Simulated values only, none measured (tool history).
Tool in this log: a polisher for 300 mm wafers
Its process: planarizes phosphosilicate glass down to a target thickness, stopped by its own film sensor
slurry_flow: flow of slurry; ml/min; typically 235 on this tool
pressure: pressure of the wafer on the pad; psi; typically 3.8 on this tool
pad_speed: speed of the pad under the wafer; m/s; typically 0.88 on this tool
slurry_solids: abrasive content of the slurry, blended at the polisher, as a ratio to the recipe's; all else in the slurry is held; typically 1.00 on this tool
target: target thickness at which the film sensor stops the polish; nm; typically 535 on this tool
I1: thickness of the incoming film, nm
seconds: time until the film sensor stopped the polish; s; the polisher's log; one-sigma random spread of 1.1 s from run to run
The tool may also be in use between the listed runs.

Run 1, day 0.000: usual settings but slurry_flow 185 ml/min, target 660 nm; I1 1387.2. Result: seconds 108.7 s.
Run 2, day 3.138: usual settings but slurry_flow 185 ml/min, target 660 nm; I1 1368.5. Result: seconds 106.4 s.
Run 3, day 7.071: usual settings; I1 1353.4. Result: seconds 113.6 s.
Run 4, day 9.229: usual settings but slurry_flow 290 ml/min, pressure 4.8 psi, target 748 nm; I1 1350.5. Result: seconds 63.8 s.
Run 5, day 10.929: usual settings but slurry_flow 185 ml/min; I1 1382.6. Result: seconds 119.6 s.
Run 6, day 16.688: usual settings; I1 1358.4. Result: seconds 115.4 s.
Run 7, day 18.333: usual settings; I1 1353.3. Result: seconds 114.0 s.
Run 8, day 21.204: usual settings but pressure 3.2 psi, target 801 nm; I1 1371.2. Result: seconds 94.7 s.
Run 9, day 24.408: usual settings but pad_speed 1.10 m/s; I1 1364.5. Result: seconds 98.6 s.
Run 10, day 28.758: usual settings; I1 1352.4. Result: seconds 113.8 s.
Run 11, day 30.900: usual settings but pressure 5.1 psi, target 629 nm; I1 1365.1. Result: seconds 77.8 s.
Run 12, day 32.729: usual settings; I1 1358.8. Result: seconds 116.7 s.
Run 13, day 43.879: usual settings but slurry_solids 0.85; I1 1364.6. Result: seconds 122.2 s.
Run 14, day 47.838: usual settings but slurry_flow 300 ml/min; I1 1388.9. Result: seconds 116.2 s.
Run 15, day 50.200: usual settings but slurry_flow 305 ml/min, slurry_solids 0.85, target 403 nm; I1 1366.2. Result: seconds 141.0 s.
Run 16, day 54.046: usual settings but slurry_solids 1.10; I1 1341.9. Result: seconds 111.0 s.
Run 17, day 57.008: usual settings but pad_speed 0.96 m/s, slurry_solids 0.90, target 332 nm; I1 1346.7. Result: seconds 140.8 s.
Run 18, day 59.933: usual settings; I1 1384.1. Result: seconds 121.2 s.
Run 19, day 65.417: usual settings; I1 1361.5. Result: seconds 119.2 s.
Run 20, day 69.212: usual settings; I1 1370.6. Result: seconds 123.2 s.
Run 21, day 78.900: usual settings but slurry_flow 315 ml/min; I1 1381.4. Result: seconds 113.5 s.
Run 22, day 81.638: usual settings but slurry_flow 165 ml/min, pressure 3.4 psi, slurry_solids 0.90, target 457 nm; I1 1353.0. Result: seconds 152.2 s.
Run 23, day 84.362: usual settings but pressure 4.7 psi, slurry_solids 0.80; I1 1373.0. Result: seconds 103.8 s.
Run 24, day 87.917: usual settings but pressure 4.7 psi, target 439 nm; I1 1390.2. Result: seconds 108.2 s.

Withheld: 12 entries from between the runs. Position of each, and hidden state at the listed run before versus the listed run after:
Run 2 -> run 3: slurry blender recalibrated (day 6.562)
  abrasive missing from the slurry, %: 14.5 -> 0.153
  measured result minus the result with no hidden state, seconds: +6.1 -> +0.1 s
Run 5 -> run 6: slurry nozzle cleaned (day 11.592)
  abrasive missing from the slurry, %: 0.414 -> 1.57
  measured result minus the result with no hidden state, seconds: +0.2 -> +0.7 s
Run 7 -> run 8: head pressure recalibrated (day 18.579); conditioning disc replaced and pad reconditioned (day 20.950); worn pad replaced by a new one (day 21.183)
  abrasive missing from the slurry, %: 2.07 -> 3.13
  measured result minus the result with no hidden state, seconds: +0.9 -> +1.2 s
Run 12 -> run 13: slurry blender recalibrated (day 35.675)
  abrasive missing from the slurry, %: 9.66 -> 2.18
  measured result minus the result with no hidden state, seconds: +4.4 -> +1.1 s
Run 13 -> run 14: slurry nozzle cleaned (day 45.588)
  abrasive missing from the slurry, %: 2.18 -> 3.3
  measured result minus the result with no hidden state, seconds: +1.1 -> +1.4 s
Run 16 -> run 17: worn pad replaced by a new one (day 56.008); conditioning disc replaced and pad reconditioned (day 56.879)
  abrasive missing from the slurry, %: 5.94 -> 7.57
  measured result minus the result with no hidden state, seconds: +2.4 -> +4.4 s
Run 20 -> run 21: slurry blender recalibrated (day 71.504); head pressure recalibrated (day 73.558)
  abrasive missing from the slurry, %: 16.9 -> 1.24
  measured result minus the result with no hidden state, seconds: +8.4 -> +0.6 s
Run 21 -> run 22: slurry nozzle cleaned (day 80.046)
  abrasive missing from the slurry, %: 1.24 -> 1.9
  measured result minus the result with no hidden state, seconds: +0.6 -> +1.2 s

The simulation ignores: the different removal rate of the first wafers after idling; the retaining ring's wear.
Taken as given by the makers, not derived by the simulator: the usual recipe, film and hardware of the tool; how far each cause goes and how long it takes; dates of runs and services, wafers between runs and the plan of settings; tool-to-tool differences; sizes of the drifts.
